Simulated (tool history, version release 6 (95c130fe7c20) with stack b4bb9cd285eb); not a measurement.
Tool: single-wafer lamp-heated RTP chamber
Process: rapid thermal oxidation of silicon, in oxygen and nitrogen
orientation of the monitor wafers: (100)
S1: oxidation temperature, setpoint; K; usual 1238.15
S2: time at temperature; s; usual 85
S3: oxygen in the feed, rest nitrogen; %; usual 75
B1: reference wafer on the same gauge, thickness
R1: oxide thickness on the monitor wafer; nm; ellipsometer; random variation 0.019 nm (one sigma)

run,day,S1,S2,S3,B1,R1
1,0.000,1238.15,85,75,4.241,4.591
2,1.050,1238.15,85,75,4.240,4.588
3,3.696,1238.15,85,75,4.242,4.574
4,5.038,1238.15,85,75,4.242,4.638
5,5.917,1238.15,85,75,4.237,4.617
6,6.946,1238.15,85,75,4.246,4.646
7,8.012,1238.15,85,75,4.242,4.630
# day 9.029: oxygen flow controller replaced
# day 9.154: pyrometer window cleaned and pyrometer calibrated
8,9.175,1238.15,85,75,4.241,4.359
9,10.125,1238.15,85,75,4.244,4.385
10,10.988,1238.15,76,75,4.236,4.171
11,12.025,1238.15,76,75,4.235,4.190
12,13.175,1238.15,76,75,4.241,4.171
13,14.296,1238.15,85,75,4.237,4.354
14,15.717,1238.15,60,60,4.235,3.531
# day 16.062: gauge calibrated
15,17.129,1250.15,72,75,4.243,4.440
16,18.500,1225.15,85,85,4.239,4.144
17,19.396,1238.15,85,75,4.240,4.359
18,20.767,1238.15,85,75,4.241,4.414
19,21.558,1238.15,50,84,4.237,3.653
20,22.092,1258.15,85,75,4.237,5.109
21,23.571,1255.15,61,90,4.240,4.575
22,24.512,1238.15,85,75,4.246,4.445
23,25.929,1210.15,85,65,4.239,3.443
24,26.879,1238.15,68,75,4.235,4.018
25,27.567,1266.15,55,75,4.242,4.500
26,28.158,1214.15,85,75,4.241,3.730

Forecast each of these 3 alternatives for the next run:
A,28.179,1238.15,71,75,?,?
B,28.179,1238.15,85,55,?,?
C,28.179,1238.15,85,57,?,?

run,B1,R1
A,4.245,4.087
B,4.245,3.988
C,4.245,4.033
Without the tool's hidden state the same runs would have given:
run,R1
A,4.032
B,3.936
C,3.980
